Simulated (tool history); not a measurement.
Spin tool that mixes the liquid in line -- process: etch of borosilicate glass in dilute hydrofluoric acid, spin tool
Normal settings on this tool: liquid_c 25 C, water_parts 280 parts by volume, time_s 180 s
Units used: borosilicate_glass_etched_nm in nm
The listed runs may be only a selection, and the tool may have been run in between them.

run   hour  liquid_c  water_parts  time_s  read-back film thickness of the borosilicate glass reference wafer, read on the same gauge (nm)  borosilicate_glass_etched_nm
  1      0        25          340     180                                                                                            69.98                          14.4
  2   11.4        25          340     180                                                                                               70                         14.46
  3   29.1        25          280     110                                                                                            70.01                         11.32
  4   44.7        25          280     110                                                                                            70.02                         11.46
  5   51.9        25          280     180                                                                                            70.02                         18.51
  6   65.4        25          280     180                                                                                            69.98                         18.77
  7   77.8        25          280     180                                                                                            70.02                         18.41
  8   93.1        25          280     180                                                                                            70.01                          18.5
  9    115        25          280     180                                                                                            70.01                          18.6
 10  127.1        25          335     180                                                                                            70.02                         14.82
 11  136.2        25          335     180                                                                                            69.97                         14.81
 12  146.8        28          280     130                                                                                            69.96                         15.09
 13  161.4        25          280     180                                                                                               70                         18.88
 14  173.9        25          280     180                                                                                               70                         18.88
       182  -- gauge calibrated
     186.3  -- hydrofluoric acid flow meter replaced
 15  187.3        25          280     285                                                                                            69.98                         26.21
 16  196.7        27          280     180                                                                                               70                          17.7
 17  214.3      23.5          210     215                                                                                            70.01                         26.53
 18  221.1        25          280     180                                                                                            69.98                         16.39
 19  228.1      29.5          200     270                                                                                            69.95                          44.3
 20  239.4      29.5          235     215                                                                                               70                         29.22
 21  248.7        27          280     180                                                                                            69.97                         17.76
     258.8  -- thermometer replaced
 22  260.2      27.5          415     145                                                                                            70.01                          8.61
 23  276.1      28.5          280      70                                                                                            69.99                          7.22
 24  292.1      21.5          175     145                                                                                               70                         20.78
 25  307.4        27          320     240                                                                                            70.01                          19.6
 26  324.6        29          150      90                                                                                            69.98                         20.51
 27  334.9      28.5          150     180                                                                                            70.04                         40.64
 28    345      23.5          400      95                                                                                            70.01                          5.21
 29  357.4        25          160     115                                                                                            69.98                         21.02
 30  373.3      23.5          335     265                                                                                               70                         18.26
 31  385.5      21.5          175     145                                                                                            70.03                         20.95
 32  402.9        25          280     180                                                                                            70.04                         16.74
 33  416.6        25          360     255                                                                                            70.01                         17.09
 34  433.9        25          160     180                                                                                            70.03                         33.67

Alternative continuations, all from the tool just after run 34; predict every row:
  A  434.4        25          385     180                                                                                                ?                             ?
  B  434.4        30          280     180                                                                                                ?                             ?
  C  434.4      26.5          170     280                                                                                                ?                             ?

run  read-back film thickness of the borosilicate glass reference wafer, read on the same gauge (nm)  borosilicate_glass_etched_nm
  A                                                                                               70                         11.06
  B                                                                                               70                          19.9
  C                                                                                               70                         51.08
Stripped of hidden state, with their random variation kept, the same runs would have yielded:
run  borosilicate_glass_etched_nm
  A                         10.68
  B                         19.23
  C                         49.52
